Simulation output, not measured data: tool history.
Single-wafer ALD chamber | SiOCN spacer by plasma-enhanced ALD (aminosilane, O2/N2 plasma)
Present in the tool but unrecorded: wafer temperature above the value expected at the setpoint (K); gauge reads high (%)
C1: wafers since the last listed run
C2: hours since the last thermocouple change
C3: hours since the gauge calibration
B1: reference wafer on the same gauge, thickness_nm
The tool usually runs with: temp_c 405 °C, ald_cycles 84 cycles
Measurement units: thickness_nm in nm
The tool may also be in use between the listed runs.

{"run": 1, "hour": 0.0, "temp_c": 394, "ald_cycles": 84, "C1": 0, "C2": 1744.7, "C3": 44.7, "B1": 4.54, "thickness_nm": 4.747}
{"run": 2, "hour": 39.7, "temp_c": 405, "ald_cycles": 84, "C1": 111, "C2": 1784.4, "C3": 84.4, "B1": 4.542, "thickness_nm": 4.645}
{"run": 3, "hour": 79.5, "temp_c": 405, "ald_cycles": 84, "C1": 111, "C2": 1824.2, "C3": 124.2, "B1": 4.539, "thickness_nm": 4.636}
{"run": 4, "hour": 134.1, "temp_c": 405, "ald_cycles": 84, "C1": 153, "C2": 1878.8, "C3": 178.8, "B1": 4.538, "thickness_nm": 4.637}
{"run": 5, "hour": 205.6, "temp_c": 405, "ald_cycles": 94, "C1": 200, "C2": 1950.3, "C3": 250.3, "B1": 4.541, "thickness_nm": 5.163}
{"run": 6, "hour": 276.1, "temp_c": 405, "ald_cycles": 94, "C1": 197, "C2": 2020.8, "C3": 320.8, "B1": 4.539, "thickness_nm": 5.175}
{"run": 7, "hour": 459.2, "temp_c": 405, "ald_cycles": 94, "C1": 513, "C2": 2203.9, "C3": 503.9, "B1": 4.54, "thickness_nm": 5.165}
{"run": 8, "hour": 498.4, "temp_c": 405, "ald_cycles": 84, "C1": 109, "C2": 2243.1, "C3": 543.1, "B1": 4.54, "thickness_nm": 4.623}
{"run": 9, "hour": 538.0, "temp_c": 405, "ald_cycles": 84, "C1": 110, "C2": 2282.7, "C3": 582.7, "B1": 4.537, "thickness_nm": 4.614}
{"run": 10, "hour": 565.0, "temp_c": 405, "ald_cycles": 96, "C1": 75, "C2": 2309.7, "C3": 609.7, "B1": 4.539, "thickness_nm": 5.254}
{"run": 11, "hour": 626.3, "temp_c": 405, "ald_cycles": 84, "C1": 171, "C2": 2371, "C3": 671, "B1": 4.541, "thickness_nm": 4.597}
{"run": 12, "hour": 694.1, "temp_c": 405, "ald_cycles": 84, "C1": 189, "C2": 2438.8, "C3": 738.8, "B1": 4.54, "thickness_nm": 4.608}
{"run": 13, "hour": 728.0, "temp_c": 395, "ald_cycles": 84, "C1": 94, "C2": 2472.7, "C3": 772.7, "B1": 4.542, "thickness_nm": 4.726}
{"run": 14, "hour": 788.4, "temp_c": 395, "ald_cycles": 84, "C1": 169, "C2": 2533.1, "C3": 833.1, "B1": 4.54, "thickness_nm": 4.717}
{"run": 15, "hour": 841.5, "temp_c": 405, "ald_cycles": 79, "C1": 148, "C2": 2586.2, "C3": 886.2, "B1": 4.54, "thickness_nm": 4.336}
{"run": 16, "hour": 871.3, "temp_c": 405, "ald_cycles": 79, "C1": 83, "C2": 2616, "C3": 916, "B1": 4.539, "thickness_nm": 4.321}
{"run": 17, "hour": 997.6, "temp_c": 405, "ald_cycles": 84, "C1": 353, "C2": 2742.3, "C3": 1042.3, "B1": 4.538, "thickness_nm": 4.612}
{"run": 18, "hour": 1034.5, "temp_c": 405, "ald_cycles": 84, "C1": 103, "C2": 2779.2, "C3": 1079.2, "B1": 4.541, "thickness_nm": 4.608}
{"run": 19, "hour": 1097.7, "temp_c": 405, "ald_cycles": 89, "C1": 177, "C2": 2842.4, "C3": 1142.4, "B1": 4.54, "thickness_nm": 4.871}
{"run": 20, "hour": 1142.2, "temp_c": 405, "ald_cycles": 72, "C1": 124, "C2": 2886.9, "C3": 1186.9, "B1": 4.542, "thickness_nm": 3.949}
{"hour": 1180.3, "done": "thermocouple changed; heater temperature recalibrated"}
{"run": 21, "hour": 1183.9, "temp_c": 405, "ald_cycles": 84, "C1": 94, "C2": 3.6, "C3": 1228.6, "B1": 4.54, "thickness_nm": 4.677}
{"run": 22, "hour": 1215.0, "temp_c": 405, "ald_cycles": 84, "C1": 87, "C2": 34.7, "C3": 1259.7, "B1": 4.541, "thickness_nm": 4.653}
{"run": 23, "hour": 1248.0, "temp_c": 405, "ald_cycles": 95, "C1": 92, "C2": 67.7, "C3": 1292.7, "B1": 4.54, "thickness_nm": 5.293}
{"run": 24, "hour": 1288.0, "temp_c": 416, "ald_cycles": 84, "C1": 112, "C2": 107.7, "C3": 1332.7, "B1": 4.539, "thickness_nm": 4.497}
{"run": 25, "hour": 1327.5, "temp_c": 397, "ald_cycles": 84, "C1": 110, "C2": 147.2, "C3": 1372.2, "B1": 4.539, "thickness_nm": 4.738}
{"run": 26, "hour": 1367.3, "temp_c": 393, "ald_cycles": 74, "C1": 111, "C2": 187, "C3": 1412, "B1": 4.54, "thickness_nm": 4.163}
{"run": 27, "hour": 1408.0, "temp_c": 405, "ald_cycles": 71, "C1": 114, "C2": 227.7, "C3": 1452.7, "B1": 4.539, "thickness_nm": 3.917}
{"run": 28, "hour": 1535.2, "temp_c": 395, "ald_cycles": 84, "C1": 356, "C2": 354.9, "C3": 1579.9, "B1": 4.54, "thickness_nm": 4.751}
{"run": 29, "hour": 1589.5, "temp_c": 395, "ald_cycles": 84, "C1": 152, "C2": 409.2, "C3": 1634.2, "B1": 4.54, "thickness_nm": 4.734}
{"run": 30, "hour": 1650.6, "temp_c": 401, "ald_cycles": 75, "C1": 171, "C2": 470.3, "C3": 1695.3, "B1": 4.54, "thickness_nm": 4.196}
{"run": 31, "hour": 1710.9, "temp_c": 405, "ald_cycles": 84, "C1": 168, "C2": 530.6, "C3": 1755.6, "B1": 4.54, "thickness_nm": 4.645}
{"hour": 1781.4, "done": "gauge calibrated"}
{"run": 32, "hour": 1811.8, "temp_c": 416, "ald_cycles": 69, "C1": 282, "C2": 631.5, "C3": 30.4, "B1": 4.541, "thickness_nm": 3.686}
{"run": 33, "hour": 1850.8, "temp_c": 405, "ald_cycles": 78, "C1": 109, "C2": 670.5, "C3": 69.4, "B1": 4.54, "thickness_nm": 4.294}
{"run": 34, "hour": 1900.0, "temp_c": 405, "ald_cycles": 70, "C1": 137, "C2": 719.7, "C3": 118.6, "B1": 4.539, "thickness_nm": 3.878}
{"run": 35, "hour": 1944.6, "temp_c": 405, "ald_cycles": 67, "C1": 124, "C2": 764.3, "C3": 163.2, "B1": 4.539, "thickness_nm": 3.706}
{"run": 36, "hour": 1992.8, "temp_c": 392, "ald_cycles": 96, "C1": 135, "C2": 812.5, "C3": 211.4, "B1": 4.54, "thickness_nm": 5.381}
{"run": 37, "hour": 2027.6, "temp_c": 390, "ald_cycles": 74, "C1": 97, "C2": 847.3, "C3": 246.2, "B1": 4.54, "thickness_nm": 4.176}
{"run": 38, "hour": 2064.6, "temp_c": 419, "ald_cycles": 68, "C1": 103, "C2": 884.3, "C3": 283.2, "B1": 4.539, "thickness_nm": 3.6}
{"run": 39, "hour": 2126.5, "temp_c": 395, "ald_cycles": 84, "C1": 173, "C2": 946.2, "C3": 345.1, "B1": 4.538, "thickness_nm": 4.716}
{"run": 40, "hour": 2162.8, "temp_c": 411, "ald_cycles": 84, "C1": 101, "C2": 982.5, "C3": 381.4, "B1": 4.541, "thickness_nm": 4.564}
{"run": 41, "hour": 2219.1, "temp_c": 391, "ald_cycles": 88, "C1": 157, "C2": 1038.8, "C3": 437.7, "B1": 4.539, "thickness_nm": 4.966}
{"run": 42, "hour": 2253.3, "temp_c": 418, "ald_cycles": 74, "C1": 95, "C2": 1073, "C3": 471.9, "B1": 4.541, "thickness_nm": 3.916}
{"run": 43, "hour": 2423.0, "temp_c": 399, "ald_cycles": 84, "C1": 475, "C2": 1242.7, "C3": 641.6, "B1": 4.541, "thickness_nm": 4.734}
{"run": 44, "hour": 2457.3, "temp_c": 412, "ald_cycles": 84, "C1": 96, "C2": 1277, "C3": 675.9, "B1": 4.539, "thickness_nm": 4.531}
{"run": 45, "hour": 2493.8, "temp_c": 419, "ald_cycles": 68, "C1": 102, "C2": 1313.5, "C3": 712.4, "B1": 4.54, "thickness_nm": 3.577}
{"run": 46, "hour": 2545.2, "temp_c": 397, "ald_cycles": 91, "C1": 144, "C2": 1364.9, "C3": 763.8, "B1": 4.54, "thickness_nm": 5.114}
{"run": 47, "hour": 2606.5, "temp_c": 392, "ald_cycles": 74, "C1": 171, "C2": 1426.2, "C3": 825.1, "B1": 4.539, "thickness_nm": 4.179}

Hidden state or all else? Some run-to-run changes of thickness_nm, split into what the settings, what came in and random variation would give without the hidden state, and what is left for the hidden state (with any gauge scatter that isn't in both results):
Run 12 -> 13: temp_c 405 -> 395. thickness_nm +0.118 nm: hidden state +0.048, all else +0.07.
Run 14 -> 15: temp_c 395 -> 405, ald_cycles 84 -> 79. thickness_nm -0.381 nm: hidden state -0.048, all else -0.333.
Run 20 -> 21: ald_cycles 72 -> 84, thermocouple changed; heater temperature recalibrated. thickness_nm +0.728 nm: hidden state +0.046, all else +0.682.
Run 35 -> 36: temp_c 405 -> 392, ald_cycles 67 -> 96. thickness_nm +1.675 nm: hidden state +0.014, all else +1.661.
Run 36 -> 37: temp_c 392 -> 390, ald_cycles 96 -> 74. thickness_nm -1.205 nm: hidden state +0, all else -1.205.
Run 45 -> 46: temp_c 419 -> 397, ald_cycles 68 -> 91. thickness_nm +1.537 nm: hidden state +0.023, all else +1.514.
